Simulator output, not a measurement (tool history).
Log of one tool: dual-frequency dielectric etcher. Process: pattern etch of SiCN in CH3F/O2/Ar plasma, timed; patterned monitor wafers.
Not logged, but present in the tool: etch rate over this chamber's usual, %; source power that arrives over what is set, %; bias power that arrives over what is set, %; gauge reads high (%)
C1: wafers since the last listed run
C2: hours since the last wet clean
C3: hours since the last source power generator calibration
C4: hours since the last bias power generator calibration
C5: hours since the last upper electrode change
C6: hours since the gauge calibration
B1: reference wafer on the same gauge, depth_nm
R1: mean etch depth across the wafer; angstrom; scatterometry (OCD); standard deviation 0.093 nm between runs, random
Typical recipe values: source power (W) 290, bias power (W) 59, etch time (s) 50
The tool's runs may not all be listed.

{"run": 1, "hour": 0.0, "source power (W)": 290, "bias power (W)": 59, "etch time (s)": 50, "C1": 0, "C2": 423.4, "C3": 3217.8, "C4": 3772.3, "C5": 3879.8, "C6": 284.2, "B1": 16.1, "R1": 132.7}
{"run": 2, "hour": 16.8, "source power (W)": 290, "bias power (W)": 59, "etch time (s)": 50, "C1": 265, "C2": 440.2, "C3": 3234.6, "C4": 3789.1, "C5": 3896.6, "C6": 301, "B1": 16.11, "R1": 132.8}
{"run": 3, "hour": 37.6, "source power (W)": 290, "bias power (W)": 59, "etch time (s)": 50, "C1": 328, "C2": 461, "C3": 3255.4, "C4": 3809.9, "C5": 3917.4, "C6": 321.8, "B1": 16.11, "R1": 133.1}
{"run": 4, "hour": 51.0, "source power (W)": 290, "bias power (W)": 59, "etch time (s)": 50, "C1": 211, "C2": 474.4, "C3": 3268.8, "C4": 3823.3, "C5": 3930.8, "C6": 335.2, "B1": 16.09, "R1": 132.4}
{"run": 5, "hour": 63.6, "source power (W)": 290, "bias power (W)": 59, "etch time (s)": 50, "C1": 198, "C2": 487, "C3": 3281.4, "C4": 3835.9, "C5": 3943.4, "C6": 347.8, "B1": 16.07, "R1": 135.1}
{"run": 6, "hour": 88.5, "source power (W)": 290, "bias power (W)": 59, "etch time (s)": 50, "C1": 393, "C2": 511.9, "C3": 3306.3, "C4": 3860.8, "C5": 3968.3, "C6": 372.7, "B1": 16.1, "R1": 132.5}
{"run": 7, "hour": 103.5, "source power (W)": 290, "bias power (W)": 59, "etch time (s)": 50, "C1": 236, "C2": 526.9, "C3": 3321.3, "C4": 3875.8, "C5": 3983.3, "C6": 387.7, "B1": 16.1, "R1": 133.1}
{"run": 8, "hour": 124.8, "source power (W)": 290, "bias power (W)": 59, "etch time (s)": 50, "C1": 336, "C2": 548.2, "C3": 3342.6, "C4": 3897.1, "C5": 4004.6, "C6": 409, "B1": 16.12, "R1": 132.2}
{"hour": 165.0, "done": "wet clean of the chamber"}
{"run": 9, "hour": 165.5, "source power (W)": 290, "bias power (W)": 59, "etch time (s)": 50, "C1": 263, "C2": 0.5, "C3": 3383.3, "C4": 3937.8, "C5": 4045.3, "C6": 449.7, "B1": 16.13, "R1": 142.1}
{"hour": 181.7, "done": "gauge calibrated"}
{"hour": 189.7, "done": "upper electrode replaced, of another model than before"}
{"run": 10, "hour": 190.2, "source power (W)": 330, "bias power (W)": 59, "etch time (s)": 64, "C1": 11, "C2": 25.2, "C3": 3408, "C4": 3962.5, "C5": 0.5, "C6": 8.5, "B1": 16.08, "R1": 188.4}
{"hour": 198.5, "done": "source power generator calibrated"}
{"run": 11, "hour": 214.1, "source power (W)": 290, "bias power (W)": 59, "etch time (s)": 64.5, "C1": 314, "C2": 49.1, "C3": 15.6, "C4": 3986.4, "C5": 24.4, "C6": 32.4, "B1": 16.11, "R1": 179.9}
{"run": 12, "hour": 243.2, "source power (W)": 230, "bias power (W)": 59, "etch time (s)": 55, "C1": 459, "C2": 78.2, "C3": 44.7, "C4": 4015.5, "C5": 53.5, "C6": 61.5, "B1": 16.09, "R1": 141}
{"run": 13, "hour": 255.6, "source power (W)": 350, "bias power (W)": 53, "etch time (s)": 40, "C1": 195, "C2": 90.6, "C3": 57.1, "C4": 4027.9, "C5": 65.9, "C6": 73.9, "B1": 16.1, "R1": 115.4}
{"hour": 312.5, "done": "bias power generator calibrated"}
{"run": 14, "hour": 325.8, "source power (W)": 290, "bias power (W)": 59, "etch time (s)": 50, "C1": 1045, "C2": 160.8, "C3": 127.3, "C4": 13.3, "C5": 136.1, "C6": 144.1, "B1": 16.11, "R1": 137}
{"run": 15, "hour": 345.8, "source power (W)": 310, "bias power (W)": 59, "etch time (s)": 50, "C1": 315, "C2": 180.8, "C3": 147.3, "C4": 33.3, "C5": 156.1, "C6": 164.1, "B1": 16.11, "R1": 139.4}
{"run": 16, "hour": 358.6, "source power (W)": 250, "bias power (W)": 55, "etch time (s)": 62, "C1": 202, "C2": 193.6, "C3": 160.1, "C4": 46.1, "C5": 168.9, "C6": 176.9, "B1": 16.1, "R1": 161.7}
{"run": 17, "hour": 373.3, "source power (W)": 230, "bias power (W)": 59, "etch time (s)": 50, "C1": 232, "C2": 208.3, "C3": 174.8, "C4": 60.8, "C5": 183.6, "C6": 191.6, "B1": 16.12, "R1": 129}
{"run": 18, "hour": 393.7, "source power (W)": 290, "bias power (W)": 59, "etch time (s)": 50, "C1": 322, "C2": 228.7, "C3": 195.2, "C4": 81.2, "C5": 204, "C6": 212, "B1": 16.09, "R1": 136.2}

Measured minus without-hidden-state, run by run (identical run-to-run variation in each term; gauge scatter may differ):
run=1 R1=-6.4
run=2 R1=-6.7
run=3 R1=-7
run=4 R1=-7.1
run=5 R1=-7.5
run=6 R1=-7.8
run=7 R1=-8
run=8 R1=-8.3
run=9 R1=-0.1
run=10 R1=-0.7
run=11 R1=-1.1
run=12 R1=-1.3
run=13 R1=-1.2
run=14 R1=-2.4
run=15 R1=-2.8
run=16 R1=-3.5
run=17 R1=-2.9
run=18 R1=-3.4

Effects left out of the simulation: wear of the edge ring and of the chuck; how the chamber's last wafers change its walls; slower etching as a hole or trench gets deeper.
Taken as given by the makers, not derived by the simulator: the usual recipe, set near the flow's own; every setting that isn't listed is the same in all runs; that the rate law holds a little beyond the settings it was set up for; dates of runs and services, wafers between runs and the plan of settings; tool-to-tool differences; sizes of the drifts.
